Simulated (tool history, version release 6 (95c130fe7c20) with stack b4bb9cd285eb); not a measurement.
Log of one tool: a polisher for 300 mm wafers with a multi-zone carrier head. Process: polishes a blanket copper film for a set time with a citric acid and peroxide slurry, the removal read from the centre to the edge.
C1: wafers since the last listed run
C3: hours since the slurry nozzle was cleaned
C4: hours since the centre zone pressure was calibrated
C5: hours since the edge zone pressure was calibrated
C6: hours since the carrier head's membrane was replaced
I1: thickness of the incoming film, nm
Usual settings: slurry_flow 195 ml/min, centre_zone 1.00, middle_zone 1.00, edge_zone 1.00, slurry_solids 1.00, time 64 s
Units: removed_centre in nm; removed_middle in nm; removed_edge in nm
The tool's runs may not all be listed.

run 1 hour=0.0 | slurry_flow=195 centre_zone=0.96 middle_zone=1.00 edge_zone=1.00 slurry_solids=1.00 time=64 | C1=0 wafers_polished_on_this_pad=1385 C3=195.2 C4=616.7 C5=1069.9 C6=524.1 | I1=860.0 | removed_centre=166.5 removed_middle=175.8 removed_edge=173.8
run 2 hour=26.2 | slurry_flow=195 centre_zone=0.90 middle_zone=0.93 edge_zone=1.00 slurry_solids=0.90 time=54 | C1=269 wafers_polished_on_this_pad=1655 C3=221.4 C4=642.9 C5=1096.1 C6=550.3 | I1=841.0 | removed_centre=127.5 removed_middle=134.8 removed_edge=142.8
run 3 hour=59.7 | slurry_flow=195 centre_zone=0.96 middle_zone=1.00 edge_zone=1.00 slurry_solids=1.00 time=64 | C1=344 wafers_polished_on_this_pad=1999 C3=254.9 C4=676.4 C5=1129.6 C6=583.8 | I1=852.4 | removed_centre=161.2 removed_middle=176.2 removed_edge=175.8
-- hour=99.5 edge zone pressure recalibrated
run 4 hour=124.5 | slurry_flow=195 centre_zone=1.00 middle_zone=1.00 edge_zone=0.93 slurry_solids=1.00 time=79 | C1=645 wafers_polished_on_this_pad=2645 C3=319.7 C4=741.2 C5=25.0 C6=648.6 | I1=845.0 | removed_centre=213.7 removed_middle=214.0 removed_edge=206.4
run 5 hour=188.4 | slurry_flow=260 centre_zone=0.90 middle_zone=1.00 edge_zone=1.00 slurry_solids=1.00 time=64 | C1=657 wafers_polished_on_this_pad=3302 C3=383.6 C4=805.1 C5=88.9 C6=712.5 | I1=856.7 | removed_centre=154.6 removed_middle=183.9 removed_edge=180.2
run 6 hour=219.5 | slurry_flow=195 centre_zone=1.03 middle_zone=1.10 edge_zone=1.00 slurry_solids=1.00 time=64 | C1=319 wafers_polished_on_this_pad=3622 C3=414.7 C4=836.2 C5=120.0 C6=743.6 | I1=836.5 | removed_centre=173.0 removed_middle=190.7 removed_edge=175.2
-- hour=263.1 worn pad replaced by a new one, of another model than before
run 7 hour=268.4 | slurry_flow=165 centre_zone=1.00 middle_zone=0.88 edge_zone=0.93 slurry_solids=1.00 time=45 | C1=461 wafers_polished_on_this_pad=54 C3=463.6 C4=885.1 C5=168.9 C6=792.5 | I1=857.6 | removed_centre=113.7 removed_middle=103.3 removed_edge=113.2
run 8 hour=332.9 | slurry_flow=195 centre_zone=1.08 middle_zone=1.00 edge_zone=1.00 slurry_solids=1.10 time=64 | C1=663 wafers_polished_on_this_pad=718 C3=528.1 C4=949.6 C5=233.4 C6=857.0 | I1=847.3 | removed_centre=183.0 removed_middle=181.7 removed_edge=179.3
run 9 hour=372.8 | slurry_flow=195 centre_zone=1.00 middle_zone=1.00 edge_zone=1.00 slurry_solids=1.00 time=64 | C1=410 wafers_polished_on_this_pad=1128 C3=568.0 C4=989.5 C5=273.3 C6=896.9 | I1=843.4 | removed_centre=162.4 removed_middle=174.6 removed_edge=175.7
run 10 hour=434.1 | slurry_flow=195 centre_zone=1.00 middle_zone=1.00 edge_zone=0.97 slurry_solids=1.00 time=64 | C1=630 wafers_polished_on_this_pad=1758 C3=629.3 C4=1050.8 C5=334.6 C6=958.2 | I1=851.7 | removed_centre=164.2 removed_middle=175.9 removed_edge=171.3
-- hour=559.0 slurry nozzle cleaned
-- hour=632.2 carrier head's membrane replaced by a new one
run 11 hour=644.5 | slurry_flow=195 centre_zone=1.08 middle_zone=1.11 edge_zone=1.00 slurry_solids=1.00 time=64 | C1=2102 wafers_polished_on_this_pad=3860 C3=85.5 C4=1261.2 C5=545.0 C6=12.3 | I1=843.9 | removed_centre=169.6 removed_middle=190.4 removed_edge=175.2
-- hour=674.7 worn pad replaced by a new one
run 12 hour=679.5 | slurry_flow=195 centre_zone=1.10 middle_zone=1.05 edge_zone=1.00 slurry_solids=1.00 time=80 | C1=318 wafers_polished_on_this_pad=49 C3=120.5 C4=1296.2 C5=580.0 C6=47.3 | I1=843.6 | removed_centre=213.4 removed_middle=228.5 removed_edge=216.6
-- hour=701.2 centre zone pressure recalibrated
run 13 hour=732.2 | slurry_flow=130 centre_zone=1.00 middle_zone=1.00 edge_zone=1.00 slurry_solids=0.90 time=64 | C1=521 wafers_polished_on_this_pad=570 C3=173.2 C4=31.0 C5=632.7 C6=100.0 | I1=854.3 | removed_centre=133.3 removed_middle=134.1 removed_edge=145.8
run 14 hour=769.2 | slurry_flow=195 centre_zone=1.09 middle_zone=1.00 edge_zone=1.08 slurry_solids=1.15 time=58 | C1=380 wafers_polished_on_this_pad=951 C3=210.2 C4=68.0 C5=669.7 C6=137.0 | I1=838.4 | removed_centre=186.0 removed_middle=165.4 removed_edge=170.4
run 15 hour=831.5 | slurry_flow=195 centre_zone=0.91 middle_zone=1.00 edge_zone=1.00 slurry_solids=0.80 time=70 | C1=640 wafers_polished_on_this_pad=1591 C3=272.5 C4=130.3 C5=732.0 C6=199.3 | I1=853.6 | removed_centre=168.5 removed_middle=183.5 removed_edge=179.7

Forecast run 16:
run 16 hour=856.8 | slurry_flow=245 centre_zone=1.00 middle_zone=1.00 edge_zone=1.00 slurry_solids=1.00 time=64 | C1=260 wafers_polished_on_this_pad=1852 C3=297.8 C4=155.6 C5=757.3 C6=224.6 | I1=854.5 | removed_centre=? removed_middle=? removed_edge=?

{"run 16": {"removed_centre": 190.3, "removed_middle": 181.2, "removed_edge": 179.7}}
Without the tool's hidden state the same run would have given removed_centre 187.6 nm, removed_middle 181.2 nm, removed_edge 179.7 nm.
